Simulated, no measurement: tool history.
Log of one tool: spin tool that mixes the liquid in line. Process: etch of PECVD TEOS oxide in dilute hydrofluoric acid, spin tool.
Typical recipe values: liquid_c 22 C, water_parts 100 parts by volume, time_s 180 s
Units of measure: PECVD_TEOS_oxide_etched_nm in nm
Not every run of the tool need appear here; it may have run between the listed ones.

run   hour  liquid_c  water_parts  time_s  wafers since the last listed run  hours since the thermometer was replaced  hours since the hydrofluoric acid flow meter was replaced  hours since the gauge calibration  read-back film thickness of the PECVD TEOS oxide reference wafer, read on the same gauge (nm)  PECVD_TEOS_oxide_etched_nm
  1      0        22          100     250                                 0                                    2153.6                                                     2088.8                              288.9                                                                                          80.01                        63.3
  2   26.8        22          100     250                               194                                    2180.4                                                     2115.6                              315.7                                                                                             80                       62.59
  3   54.4        22          100     250                               199                                      2208                                                     2143.2                              343.3                                                                                          80.03                       63.02
  4   69.3        22          100     180                               107                                    2222.9                                                     2158.1                              358.2                                                                                             80                        45.2
  5  170.7        22          100     180                               734                                    2324.3                                                     2259.5                              459.6                                                                                          80.01                       45.32
  6  191.2        22          115     180                               148                                    2344.8                                                       2280                              480.1                                                                                          80.01                       38.93
  7    226        22          115     180                               251                                    2379.6                                                     2314.8                              514.9                                                                                          80.02                       38.18
  8  238.5        22          115     180                                90                                    2392.1                                                     2327.3                              527.4                                                                                          80.03                       38.57
  9  256.7        22          100     180                               131                                    2410.3                                                     2345.5                              545.6                                                                                          80.01                       44.79
     286.2  -- hydrofluoric acid flow meter replaced
 10  291.4        22          100     180                               244                                      2445                                                        5.2                              580.3                                                                                          80.03                       49.13
     308.6  -- gauge calibrated
 11  323.7        22          100     180                               233                                    2477.3                                                       37.5                               15.1                                                                                          79.99                       48.85
 12  347.8        22          120     180                               174                                    2501.4                                                       61.6                               39.2                                                                                             80                       40.14
 13  363.3        22          120     180                               112                                    2516.9                                                       77.1                               54.7                                                                                          80.01                       39.69
 14  375.6        22          120     180                                89                                    2529.2                                                       89.4                                 67                                                                                          80.01                       40.12
 15    399      17.5          130     180                               169                                    2552.6                                                      112.8                               90.4                                                                                          80.02                       30.24
 16  418.1        22          100     180                               138                                    2571.7                                                      131.9                              109.5                                                                                          79.96                       48.49
     433.5  -- thermometer replaced
 17  436.3        22          100     280                               124                                       2.8                                                      150.1                              127.7                                                                                          80.01                       76.32
 18  460.5      25.5           65     180                               175                                        27                                                      174.3                              151.9                                                                                          79.94                       89.97
 19  492.3        22          100     180                               230                                      58.8                                                      206.1                              183.7                                                                                          80.01                       48.45
 20  513.8      18.5          100     150                               155                                      80.3                                                      227.6                              205.2                                                                                          79.98                       35.03
 21  536.6      19.5          140     245                               165                                     103.1                                                      250.4                                228                                                                                          79.99                       40.72
 22  557.4      24.5          120     180                               150                                     123.9                                                      271.2                              248.8                                                                                          80.03                       44.09
 23  577.7        22          100     180                               146                                     144.2                                                      291.5                              269.1                                                                                          80.02                       48.58
 24  598.8        26          100     115                               152                                     165.3                                                      312.6                              290.2                                                                                          80.03                       36.39
 25  634.6      23.5           85     120                               259                                     201.1                                                      348.4                                326                                                                                          80.03                       40.75
 26  649.3        22           85     130                               106                                     215.8                                                      363.1                              340.7                                                                                          79.98                       41.63
 27  683.2        17           70     180                               245                                     249.7                                                        397                              374.6                                                                                          80.01                       57.27

Run 28, settings as shown, results not yet in. Your forecast:
 28  705.7        22           75     245                               162                                     272.2                                                      419.5                              397.1                                                                                              ?                           ?

{"run 28": {"read-back film thickness of the PECVD TEOS oxide reference wafer, read on the same gauge (nm)": 79.97, "PECVD_TEOS_oxide_etched_nm": 90.67}}
The same run, on a tool lacking any hidden state, would have yielded PECVD_TEOS_oxide_etched_nm 93.26 nm.

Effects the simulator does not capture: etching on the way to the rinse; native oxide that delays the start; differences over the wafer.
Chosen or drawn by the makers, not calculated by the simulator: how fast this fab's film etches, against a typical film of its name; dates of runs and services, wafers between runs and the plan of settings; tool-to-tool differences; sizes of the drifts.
